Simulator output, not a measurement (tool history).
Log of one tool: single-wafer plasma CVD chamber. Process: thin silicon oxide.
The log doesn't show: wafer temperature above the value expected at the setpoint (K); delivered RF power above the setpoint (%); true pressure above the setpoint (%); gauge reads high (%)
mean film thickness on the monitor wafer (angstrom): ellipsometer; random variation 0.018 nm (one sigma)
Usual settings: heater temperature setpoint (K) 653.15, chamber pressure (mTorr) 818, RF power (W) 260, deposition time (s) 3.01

| run | hour | heater temperature setpoint (K) | chamber pressure (mTorr) | RF power (W) | deposition time (s) | wafers since the last listed run | hours since the last thermocouple change | hours since the last RF generator calibration | hours since the last manometer calibration | hours since the showerhead was replaced | hours since the gauge calibration | read-back reference wafer on the same gauge, thickness_nm | mean film thickness on the monitor wafer (angstrom) |
|---|---|---|---|---|---|---|---|---|---|---|---|---|---|
| 1 | 0 | 653.15 | 818 | 260 | 3.01 | 0 | 704.4 | 2253.8 | 951.9 | 7093.3 | 590.4 | 5.444 | 52.62 |
| 2 | 69.9 | 653.15 | 818 | 260 | 3.01 | 2860 | 774.3 | 2323.7 | 1021.8 | 7163.2 | 660.3 | 5.44 | 52.57 |
| 3 | 113.6 | 645.15 | 818 | 260 | 3.01 | 1788 | 818 | 2367.4 | 1065.5 | 7206.9 | 704 | 5.442 | 52.62 |
| 4 | 287.9 | 644.15 | 818 | 260 | 3.01 | 7133 | 992.3 | 2541.7 | 1239.8 | 7381.2 | 878.3 | 5.442 | 52.51 |
| 5 | 326.5 | 653.15 | 818 | 260 | 3.37 | 1579 | 1030.9 | 2580.3 | 1278.4 | 7419.8 | 916.9 | 5.444 | 58.65 |
| 6 | 390.6 | 653.15 | 818 | 260 | 3.01 | 2623 | 1095 | 2644.4 | 1342.5 | 7483.9 | 981 | 5.44 | 52.22 |
| 7 | 432.9 | 653.15 | 818 | 260 | 3.01 | 1731 | 1137.3 | 2686.7 | 1384.8 | 7526.2 | 1023.3 | 5.44 | 52.29 |
| 8 | 488.7 | 653.15 | 818 | 260 | 3.01 | 2283 | 1193.1 | 2742.5 | 1440.6 | 7582 | 1079.1 | 5.441 | 52.45 |
|  | 511.3 | gauge calibrated |
| 9 | 549.9 | 653.15 | 818 | 260 | 3.01 | 2504 | 1254.3 | 2803.7 | 1501.8 | 7643.2 | 38.6 | 5.443 | 52 |
| 10 | 587.7 | 653.15 | 818 | 260 | 3.48 | 1546 | 1292.1 | 2841.5 | 1539.6 | 7681 | 76.4 | 5.439 | 60.06 |
|  | 596 | RF generator calibrated |
|  | 616.6 | thermocouple changed; heater temperature recalibrated |
| 11 | 617.6 | 653.15 | 818 | 260 | 3.48 | 568 | 1 | 21.6 | 1569.5 | 7710.9 | 106.3 | 5.436 | 58.93 |
| 12 | 653.4 | 653.15 | 818 | 260 | 3.01 | 1465 | 36.8 | 57.4 | 1605.3 | 7746.7 | 142.1 | 5.441 | 51.08 |
| 13 | 687.8 | 653.15 | 818 | 260 | 3.01 | 1407 | 71.2 | 91.8 | 1639.7 | 7781.1 | 176.5 | 5.445 | 51.11 |
|  | 732 | showerhead replaced |
| 14 | 746.9 | 653.15 | 818 | 260 | 3.01 | 2091 | 130.3 | 150.9 | 1698.8 | 14.9 | 235.6 | 5.444 | 51 |
|  | 791.1 | capacitance manometer re-zeroed and calibrated |
| 15 | 791.6 | 662.15 | 818 | 310 | 3.01 | 1501 | 175 | 195.6 | 0.5 | 59.6 | 280.3 | 5.433 | 54.67 |
| 16 | 815.8 | 653.15 | 818 | 260 | 3.01 | 990 | 199.2 | 219.8 | 24.7 | 83.8 | 304.5 | 5.437 | 51.09 |
| 17 | 844.4 | 646.15 | 969 | 300 | 2.42 | 1170 | 227.8 | 248.4 | 53.3 | 112.4 | 333.1 | 5.445 | 50.69 |
|  | 898.8 | RF generator calibrated, repeated, since the last time left the tool worse |
| 18 | 899.4 | 653.15 | 818 | 300 | 3.01 | 1923 | 282.8 | 0.6 | 108.3 | 167.4 | 388.1 | 5.443 | 56.07 |
| 19 | 953.7 | 653.15 | 818 | 260 | 3.01 | 2222 | 337.1 | 54.9 | 162.6 | 221.7 | 442.4 | 5.443 | 53.22 |
| 20 | 996 | 653.15 | 943 | 230 | 2.76 | 1731 | 379.4 | 97.2 | 204.9 | 264 | 484.7 | 5.435 | 53 |
| 21 | 1031.7 | 642.15 | 937 | 260 | 2.64 | 1461 | 415.1 | 132.9 | 240.6 | 299.7 | 520.4 | 5.447 | 52.8 |
| 22 | 1086 | 653.15 | 818 | 260 | 3.01 | 2222 | 469.4 | 187.2 | 294.9 | 354 | 574.7 | 5.438 | 53.06 |
| 23 | 1129.9 | 662.15 | 706 | 230 | 3.25 | 1796 | 513.3 | 231.1 | 338.8 | 397.9 | 618.6 | 5.447 | 46.72 |
| 24 | 1189 | 666.15 | 818 | 280 | 2.66 | 2418 | 572.4 | 290.2 | 397.9 | 457 | 677.7 | 5.44 | 47.88 |
| 25 | 1249.1 | 663.15 | 682 | 235 | 3.46 | 2459 | 632.5 | 350.3 | 458 | 517.1 | 737.8 | 5.444 | 48.28 |
| 26 | 1304.3 | 657.15 | 881 | 215 | 3.01 | 2259 | 687.7 | 405.5 | 513.2 | 572.3 | 793 | 5.44 | 52.94 |
| 27 | 1347.3 | 653.15 | 818 | 260 | 3.33 | 1759 | 730.7 | 448.5 | 556.2 | 615.3 | 836 | 5.44 | 58.78 |
| 28 | 1387.3 | 653.15 | 754 | 260 | 3.54 | 1636 | 770.7 | 488.5 | 596.2 | 655.3 | 876 | 5.441 | 57.04 |
| 29 | 1429.5 | 653.15 | 946 | 260 | 3.01 | 1727 | 812.9 | 530.7 | 638.4 | 697.5 | 918.2 | 5.441 | 60.4 |

Some steps in mean film thickness on the monitor wafer (angstrom) between neighbouring runs. How much of each would the tool show without its hidden state too (settings, what came in, random variation), and how much is left for the hidden state, with any gauge scatter that isn't in both results?
Run 9 -> 10: deposition time (s) 3.01 -> 3.48. mean film thickness on the monitor wafer (angstrom) +8.06: hidden state -0.22, all else +8.28.
Run 10 -> 11: RF generator calibrated, thermocouple changed; heater temperature recalibrated. mean film thickness on the monitor wafer (angstrom) -1.13: hidden state -1.03, all else -0.1.
Run 11 -> 12: deposition time (s) 3.48 -> 3.01. mean film thickness on the monitor wafer (angstrom) -7.85: hidden state +0.33, all else -8.18.
Run 17 -> 18: heater temperature setpoint (K) 646.15 -> 653.15, chamber pressure (mTorr) 969 -> 818, deposition time (s) 2.42 -> 3.01, RF generator calibrated, repeated, since the last time left the tool worse. mean film thickness on the monitor wafer (angstrom) +5.38: hidden state +1.82, all else +3.56.
